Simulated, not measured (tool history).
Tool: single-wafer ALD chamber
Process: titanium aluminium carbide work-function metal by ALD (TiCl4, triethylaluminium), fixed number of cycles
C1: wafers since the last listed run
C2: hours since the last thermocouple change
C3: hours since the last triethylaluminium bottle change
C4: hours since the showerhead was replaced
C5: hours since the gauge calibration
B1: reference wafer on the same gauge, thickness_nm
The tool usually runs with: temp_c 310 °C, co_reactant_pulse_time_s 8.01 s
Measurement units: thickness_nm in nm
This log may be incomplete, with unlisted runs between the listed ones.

run 1 day=0.000 | temp_c=321 co_reactant_pulse_time_s=6.59 | C1=0 C2=217.9 C3=743.1 C4=4904.4 C5=547.9 | B1=2.620 | thickness_nm=2.289
run 2 day=1.854 | temp_c=310 co_reactant_pulse_time_s=8.01 | C1=806 C2=262.4 C3=787.6 C4=4948.9 C5=592.4 | B1=2.621 | thickness_nm=2.280
run 3 day=4.075 | temp_c=320 co_reactant_pulse_time_s=6.41 | C1=966 C2=315.7 C3=840.9 C4=5002.2 C5=645.7 | B1=2.618 | thickness_nm=2.268
run 4 day=6.100 | temp_c=320 co_reactant_pulse_time_s=6.41 | C1=881 C2=364.3 C3=889.5 C4=5050.8 C5=694.3 | B1=2.622 | thickness_nm=2.254
run 5 day=7.679 | temp_c=320 co_reactant_pulse_time_s=6.41 | C1=687 C2=402.2 C3=927.4 C4=5088.7 C5=732.2 | B1=2.618 | thickness_nm=2.248
run 6 day=10.229 | temp_c=320 co_reactant_pulse_time_s=8.01 | C1=1109 C2=463.4 C3=988.6 C4=5149.9 C5=793.4 | B1=2.619 | thickness_nm=2.379
run 7 day=11.354 | temp_c=322 co_reactant_pulse_time_s=10.39 | C1=489 C2=490.4 C3=1015.6 C4=5176.9 C5=820.4 | B1=2.620 | thickness_nm=2.490
run 8 day=13.996 | temp_c=322 co_reactant_pulse_time_s=10.39 | C1=1149 C2=553.8 C3=1079.0 C4=5240.3 C5=883.8 | B1=2.623 | thickness_nm=2.492
run 9 day=16.829 | temp_c=310 co_reactant_pulse_time_s=9.00 | C1=1232 C2=621.8 C3=1147.0 C4=5308.3 C5=951.8 | B1=2.620 | thickness_nm=2.334
run 10 day=19.075 | temp_c=310 co_reactant_pulse_time_s=8.01 | C1=977 C2=675.7 C3=1200.9 C4=5362.2 C5=1005.7 | B1=2.621 | thickness_nm=2.268
run 11 day=20.454 | temp_c=310 co_reactant_pulse_time_s=8.01 | C1=600 C2=708.8 C3=1234.0 C4=5395.3 C5=1038.8 | B1=2.621 | thickness_nm=2.260
run 12 day=22.975 | temp_c=310 co_reactant_pulse_time_s=8.01 | C1=1096 C2=769.3 C3=1294.5 C4=5455.8 C5=1099.3 | B1=2.620 | thickness_nm=2.276
-- day=23.317 gauge calibrated
run 13 day=24.958 | temp_c=310 co_reactant_pulse_time_s=6.97 | C1=862 C2=816.9 C3=1342.1 C4=5503.4 C5=39.4 | B1=2.621 | thickness_nm=2.182
run 14 day=27.838 | temp_c=310 co_reactant_pulse_time_s=6.97 | C1=1252 C2=886.0 C3=1411.2 C4=5572.5 C5=108.5 | B1=2.620 | thickness_nm=2.196
run 15 day=29.829 | temp_c=310 co_reactant_pulse_time_s=6.97 | C1=866 C2=933.8 C3=1459.0 C4=5620.3 C5=156.3 | B1=2.620 | thickness_nm=2.176
run 16 day=31.317 | temp_c=314 co_reactant_pulse_time_s=5.72 | C1=647 C2=969.5 C3=1494.7 C4=5656.0 C5=192.0 | B1=2.619 | thickness_nm=2.084
run 17 day=32.842 | temp_c=310 co_reactant_pulse_time_s=8.01 | C1=663 C2=1006.1 C3=1531.3 C4=5692.6 C5=228.6 | B1=2.622 | thickness_nm=2.249
-- day=33.583 triethylaluminium bottle replaced
run 18 day=35.421 | temp_c=324 co_reactant_pulse_time_s=7.16 | C1=977 C2=1068.0 C3=44.1 C4=5754.5 C5=290.5 | B1=2.621 | thickness_nm=2.310
-- day=37.671 showerhead replaced
run 19 day=37.775 | temp_c=314 co_reactant_pulse_time_s=5.72 | C1=879 C2=1124.5 C3=100.6 C4=2.5 C5=347.0 | B1=2.618 | thickness_nm=2.071
run 20 day=40.229 | temp_c=310 co_reactant_pulse_time_s=11.06 | C1=1067 C2=1183.4 C3=159.5 C4=61.4 C5=405.9 | B1=2.620 | thickness_nm=2.316
run 21 day=41.250 | temp_c=310 co_reactant_pulse_time_s=8.01 | C1=444 C2=1207.9 C3=184.0 C4=85.9 C5=430.4 | B1=2.622 | thickness_nm=2.223
-- day=47.875 thermocouple changed; heater temperature recalibrated
run 22 day=48.733 | temp_c=303 co_reactant_pulse_time_s=5.05 | C1=3110 C2=20.6 C3=363.6 C4=265.5 C5=610.0 | B1=2.620 | thickness_nm=1.925
run 23 day=50.617 | temp_c=323 co_reactant_pulse_time_s=10.41 | C1=819 C2=65.8 C3=408.8 C4=310.7 C5=655.2 | B1=2.619 | thickness_nm=2.530
run 24 day=53.488 | temp_c=310 co_reactant_pulse_time_s=8.01 | C1=1249 C2=134.7 C3=477.7 C4=379.6 C5=724.1 | B1=2.620 | thickness_nm=2.286
run 25 day=55.417 | temp_c=303 co_reactant_pulse_time_s=9.15 | C1=839 C2=181.0 C3=524.0 C4=425.9 C5=770.4 | B1=2.620 | thickness_nm=2.260
run 26 day=57.850 | temp_c=310 co_reactant_pulse_time_s=9.33 | C1=1058 C2=239.4 C3=582.4 C4=484.3 C5=828.8 | B1=2.618 | thickness_nm=2.347
run 27 day=60.271 | temp_c=318 co_reactant_pulse_time_s=9.39 | C1=1053 C2=297.5 C3=640.5 C4=542.4 C5=886.9 | B1=2.621 | thickness_nm=2.432
run 28 day=62.529 | temp_c=296 co_reactant_pulse_time_s=10.50 | C1=982 C2=351.7 C3=694.7 C4=596.6 C5=941.1 | B1=2.622 | thickness_nm=2.217
run 29 day=63.583 | temp_c=310 co_reactant_pulse_time_s=9.55 | C1=458 C2=377.0 C3=720.0 C4=621.9 C5=966.4 | B1=2.621 | thickness_nm=2.338
run 30 day=65.988 | temp_c=310 co_reactant_pulse_time_s=8.01 | C1=1045 C2=434.7 C3=777.7 C4=679.6 C5=1024.1 | B1=2.620 | thickness_nm=2.271
run 31 day=67.812 | temp_c=299 co_reactant_pulse_time_s=8.01 | C1=794 C2=478.5 C3=821.5 C4=723.4 C5=1067.9 | B1=2.621 | thickness_nm=2.153
run 32 day=69.850 | temp_c=310 co_reactant_pulse_time_s=8.01 | C1=886 C2=527.4 C3=870.4 C4=772.3 C5=1116.8 | B1=2.621 | thickness_nm=2.274

Consider 5 possible next runs. They are alternatives, not a sequence: every one starts from the tool as it was left by run 32. What does each give?
run A day=69.867 | temp_c=310 co_reactant_pulse_time_s=8.01 | C1=7 C2=527.8 C3=870.8 C4=772.7 C5=1117.2 | B1=? | thickness_nm=?
run B day=69.867 | temp_c=310 co_reactant_pulse_time_s=5.98 | C1=7 C2=527.8 C3=870.8 C4=772.7 C5=1117.2 | B1=? | thickness_nm=?
run C day=69.867 | temp_c=317 co_reactant_pulse_time_s=8.01 | C1=7 C2=527.8 C3=870.8 C4=772.7 C5=1117.2 | B1=? | thickness_nm=?
run D day=69.867 | temp_c=315 co_reactant_pulse_time_s=5.27 | C1=7 C2=527.8 C3=870.8 C4=772.7 C5=1117.2 | B1=? | thickness_nm=?
run E day=69.867 | temp_c=322 co_reactant_pulse_time_s=9.91 | C1=7 C2=527.8 C3=870.8 C4=772.7 C5=1117.2 | B1=? | thickness_nm=?

run=A B1=2.619 thickness_nm=2.272
run=B B1=2.619 thickness_nm=2.101
run=C B1=2.619 thickness_nm=2.347
run=D B1=2.619 thickness_nm=2.052
run=E B1=2.619 thickness_nm=2.482
With the hidden condition removed and each run's random variation left untouched, the same runs would have given:
run=A thickness_nm=2.277
run=B thickness_nm=2.106
run=C thickness_nm=2.352
run=D thickness_nm=2.056
run=E thickness_nm=2.488
